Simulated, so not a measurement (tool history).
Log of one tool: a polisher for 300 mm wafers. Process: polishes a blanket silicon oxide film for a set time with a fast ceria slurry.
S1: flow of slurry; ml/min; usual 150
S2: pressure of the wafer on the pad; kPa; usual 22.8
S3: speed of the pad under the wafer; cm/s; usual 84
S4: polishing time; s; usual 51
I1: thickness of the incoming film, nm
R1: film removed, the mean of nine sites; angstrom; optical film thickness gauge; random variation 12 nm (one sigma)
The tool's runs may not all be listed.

run,hour,S1,S2,S3,S4,I1,R1
1,0.0,110,22.8,84,51,3656.8,8828
2,9.0,150,22.8,84,51,3581.6,8954
3,21.9,150,22.8,84,51,3583.0,8681
4,32.3,150,22.8,84,51,3610.3,8352
# hour 37.4: worn pad replaced by a new one
5,49.8,150,22.8,68,51,3604.0,7457
6,57.9,150,22.8,84,51,3568.1,8660
7,64.1,150,22.8,84,51,3646.1,8801
8,70.8,150,22.8,84,51,3637.3,8752
9,81.1,150,24.8,84,51,3596.1,9109
# hour 94.1: worn pad replaced by a new one
10,96.2,150,24.8,84,51,3608.3,8718
11,107.7,150,24.8,84,51,3586.8,8466
12,121.3,170,22.8,84,51,3672.3,7650
13,128.2,150,29.6,84,51,3672.1,9359
# hour 133.0: worn pad replaced by a new one, repeated, since the last time left the tool worse
14,139.7,150,15.2,84,51,3565.3,6720
15,152.0,165,30.3,110,51,3550.9,13568
16,164.9,150,22.8,84,51,3588.1,8742
# hour 168.1: head pressure recalibrated
17,175.6,120,22.8,108,51,3582.0,10059

Forecast run 18:
# hour 184.0: worn pad replaced by a new one
18,191.7,150,22.8,84,51,3613.6,?

{"run 18": {"R1": 9015}}
Without the tool's hidden state the same run would have given R1 9131 angstrom.
